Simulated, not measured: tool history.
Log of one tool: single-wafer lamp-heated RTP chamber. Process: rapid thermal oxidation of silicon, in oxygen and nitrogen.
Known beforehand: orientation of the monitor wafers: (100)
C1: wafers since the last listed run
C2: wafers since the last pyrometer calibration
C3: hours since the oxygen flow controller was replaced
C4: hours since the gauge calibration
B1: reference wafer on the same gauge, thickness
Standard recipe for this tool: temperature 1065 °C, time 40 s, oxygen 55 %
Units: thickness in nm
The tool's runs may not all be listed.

{"run": 1, "hour": 0.0, "temperature": 1065, "time": 40, "oxygen": 55, "C1": 0, "C2": 3639, "C3": 5049.5, "C4": 84.0, "B1": 7.168, "thickness": 6.616}
{"run": 2, "hour": 9.8, "temperature": 1065, "time": 40, "oxygen": 55, "C1": 83, "C2": 3723, "C3": 5059.3, "C4": 93.8, "B1": 7.171, "thickness": 6.615}
{"run": 3, "hour": 16.0, "temperature": 1065, "time": 40, "oxygen": 55, "C1": 52, "C2": 3776, "C3": 5065.5, "C4": 100.0, "B1": 7.172, "thickness": 6.608}
{"run": 4, "hour": 26.1, "temperature": 1088, "time": 40, "oxygen": 55, "C1": 86, "C2": 3862, "C3": 5075.6, "C4": 110.1, "B1": 7.172, "thickness": 7.671}
{"run": 5, "hour": 34.6, "temperature": 1065, "time": 40, "oxygen": 55, "C1": 72, "C2": 3935, "C3": 5084.1, "C4": 118.6, "B1": 7.167, "thickness": 6.588}
{"run": 6, "hour": 43.3, "temperature": 1065, "time": 40, "oxygen": 55, "C1": 74, "C2": 4009, "C3": 5092.8, "C4": 127.3, "B1": 7.171, "thickness": 6.577}
{"run": 7, "hour": 58.3, "temperature": 1065, "time": 40, "oxygen": 55, "C1": 127, "C2": 4137, "C3": 5107.8, "C4": 142.3, "B1": 7.173, "thickness": 6.6}
{"run": 8, "hour": 73.1, "temperature": 1065, "time": 40, "oxygen": 55, "C1": 126, "C2": 4263, "C3": 5122.6, "C4": 157.1, "B1": 7.167, "thickness": 6.617}
{"run": 9, "hour": 82.2, "temperature": 1065, "time": 40, "oxygen": 55, "C1": 77, "C2": 4341, "C3": 5131.7, "C4": 166.2, "B1": 7.171, "thickness": 6.6}
{"run": 10, "hour": 89.9, "temperature": 1065, "time": 40, "oxygen": 55, "C1": 65, "C2": 4406, "C3": 5139.4, "C4": 173.9, "B1": 7.171, "thickness": 6.596}
{"run": 11, "hour": 101.7, "temperature": 1076, "time": 40, "oxygen": 55, "C1": 100, "C2": 4507, "C3": 5151.2, "C4": 185.7, "B1": 7.168, "thickness": 7.135}
{"run": 12, "hour": 109.8, "temperature": 1076, "time": 40, "oxygen": 55, "C1": 69, "C2": 4576, "C3": 5159.3, "C4": 193.8, "B1": 7.164, "thickness": 7.14}
{"hour": 112.8, "done": "gauge calibrated"}
{"run": 13, "hour": 125.7, "temperature": 1076, "time": 40, "oxygen": 55, "C1": 135, "C2": 4712, "C3": 5175.2, "C4": 12.9, "B1": 7.17, "thickness": 7.099}
{"run": 14, "hour": 132.1, "temperature": 1065, "time": 40, "oxygen": 67, "C1": 54, "C2": 4767, "C3": 5181.6, "C4": 19.3, "B1": 7.172, "thickness": 7.082}
{"run": 15, "hour": 140.6, "temperature": 1065, "time": 40, "oxygen": 67, "C1": 72, "C2": 4839, "C3": 5190.1, "C4": 27.8, "B1": 7.17, "thickness": 7.063}
{"run": 16, "hour": 149.4, "temperature": 1052, "time": 40, "oxygen": 55, "C1": 75, "C2": 4914, "C3": 5198.9, "C4": 36.6, "B1": 7.17, "thickness": 6.095}
{"run": 17, "hour": 164.3, "temperature": 1086, "time": 33, "oxygen": 42, "C1": 127, "C2": 5041, "C3": 5213.8, "C4": 51.5, "B1": 7.17, "thickness": 6.326}
{"run": 18, "hour": 177.8, "temperature": 1039, "time": 60, "oxygen": 55, "C1": 115, "C2": 5156, "C3": 5227.3, "C4": 65.0, "B1": 7.173, "thickness": 6.623}
{"run": 19, "hour": 184.6, "temperature": 1065, "time": 40, "oxygen": 55, "C1": 58, "C2": 5215, "C3": 5234.1, "C4": 71.8, "B1": 7.168, "thickness": 6.602}
{"run": 20, "hour": 196.1, "temperature": 1065, "time": 29, "oxygen": 68, "C1": 98, "C2": 5313, "C3": 5245.6, "C4": 83.3, "B1": 7.167, "thickness": 6.21}
{"hour": 208.3, "done": "pyrometer window cleaned and pyrometer calibrated"}
{"run": 21, "hour": 208.8, "temperature": 1045, "time": 35, "oxygen": 84, "C1": 40, "C2": 3, "C3": 5258.3, "C4": 96.0, "B1": 7.169, "thickness": 6.324}
{"run": 22, "hour": 221.7, "temperature": 1091, "time": 59, "oxygen": 75, "C1": 110, "C2": 114, "C3": 5271.2, "C4": 108.9, "B1": 7.172, "thickness": 10.368}
{"run": 23, "hour": 228.0, "temperature": 1044, "time": 22, "oxygen": 72, "C1": 53, "C2": 167, "C3": 5277.5, "C4": 115.2, "B1": 7.167, "thickness": 4.904}
{"run": 24, "hour": 234.5, "temperature": 1055, "time": 40, "oxygen": 29, "C1": 55, "C2": 223, "C3": 5284.0, "C4": 121.7, "B1": 7.173, "thickness": 4.953}
{"run": 25, "hour": 244.8, "temperature": 1044, "time": 45, "oxygen": 45, "C1": 87, "C2": 311, "C3": 5294.3, "C4": 132.0, "B1": 7.172, "thickness": 5.619}
{"hour": 257.0, "done": "oxygen flow controller replaced"}
{"run": 26, "hour": 257.5, "temperature": 1093, "time": 40, "oxygen": 35, "C1": 40, "C2": 351, "C3": 0.5, "C4": 144.7, "B1": 7.172, "thickness": 6.773}
{"run": 27, "hour": 268.0, "temperature": 1065, "time": 40, "oxygen": 55, "C1": 89, "C2": 440, "C3": 11.0, "C4": 155.2, "B1": 7.168, "thickness": 6.627}
{"run": 28, "hour": 280.5, "temperature": 1055, "time": 46, "oxygen": 79, "C1": 106, "C2": 547, "C3": 23.5, "C4": 167.7, "B1": 7.168, "thickness": 7.449}

What will run 29 give?
{"run": 29, "hour": 292.8, "temperature": 1065, "time": 40, "oxygen": 55, "C1": 104, "C2": 652, "C3": 35.8, "C4": 180.0, "B1": "?", "thickness": "?"}

B1: 7.166
thickness: 6.578 nm
Without the tool's hidden state the same run would have given thickness 6.578 nm.
